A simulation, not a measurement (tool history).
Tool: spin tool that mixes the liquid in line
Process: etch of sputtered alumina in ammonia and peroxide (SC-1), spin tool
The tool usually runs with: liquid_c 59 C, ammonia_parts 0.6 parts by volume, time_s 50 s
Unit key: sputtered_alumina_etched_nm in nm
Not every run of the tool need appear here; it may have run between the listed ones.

run   hour  liquid_c  ammonia_parts  time_s  read-back film thickness of the sputtered alumina reference wafer, read on the same gauge (nm)  sputtered_alumina_etched_nm
  1      0        59            0.6      50                                                                                          79.994                        2.932
  2      7        59            0.8      50                                                                                          79.977                        3.013
  3   23.3        59            0.6      50                                                                                          80.007                        2.905
  4   41.1        59            0.6      50                                                                                          79.988                         2.93
  5   50.9        59            0.6      50                                                                                          80.028                        2.899
  6   60.5        59            0.6      50                                                                                          80.008                        2.912
      72.4  -- thermometer replaced
  7   73.5        59            0.6      50                                                                                              80                        3.324
      81.1  -- new drum of ammonia solution connected
      84.6  -- gauge calibrated
  8   89.8        59            0.6      50                                                                                          79.982                        3.342
  9   97.8        69           0.45      50                                                                                          79.977                        5.371
 10  107.8        53            0.3      20                                                                                          79.978                        0.901
 11  120.6        59            0.4      30                                                                                          79.992                        1.915
 12    137      53.5           0.75      75                                                                                           80.01                        3.738
 13  150.1        59            0.6      75                                                                                          79.977                        4.948
     162.1  -- ammonia flow meter replaced
     168.3  -- heated supply line repaired
 14  201.5      62.5           0.85      20                                                                                          80.037                         1.96
 15  212.4        59            0.6      50                                                                                          79.994                        3.985
 16  225.3        59            0.6      50                                                                                          79.996                        3.958
 17  235.5      55.5            0.6      35                                                                                          80.006                         2.29

Forecast each of these 5 alternatives for the next run:
  A  235.9        59            0.6      50                                                                                               ?                            ?
  B  235.9        59           0.45      25                                                                                               ?                            ?
  C  235.9        50            0.7      35                                                                                               ?                            ?
  D  235.9        54            0.4      65                                                                                               ?                            ?
  E  235.9        59           0.45      70                                                                                               ?                            ?

run  read-back film thickness of the sputtered alumina reference wafer, read on the same gauge (nm)  sputtered_alumina_etched_nm
  A                                                                                          80.004                        3.946
  B                                                                                          80.004                         1.92
  C                                                                                          80.004                        1.731
  D                                                                                          80.004                         3.79
  E                                                                                          80.004                        5.375
Without the tool's hidden state the same runs would have given:
run  sputtered_alumina_etched_nm
  A                        4.079
  B                        1.985
  C                        1.793
  D                        3.922
  E                        5.557

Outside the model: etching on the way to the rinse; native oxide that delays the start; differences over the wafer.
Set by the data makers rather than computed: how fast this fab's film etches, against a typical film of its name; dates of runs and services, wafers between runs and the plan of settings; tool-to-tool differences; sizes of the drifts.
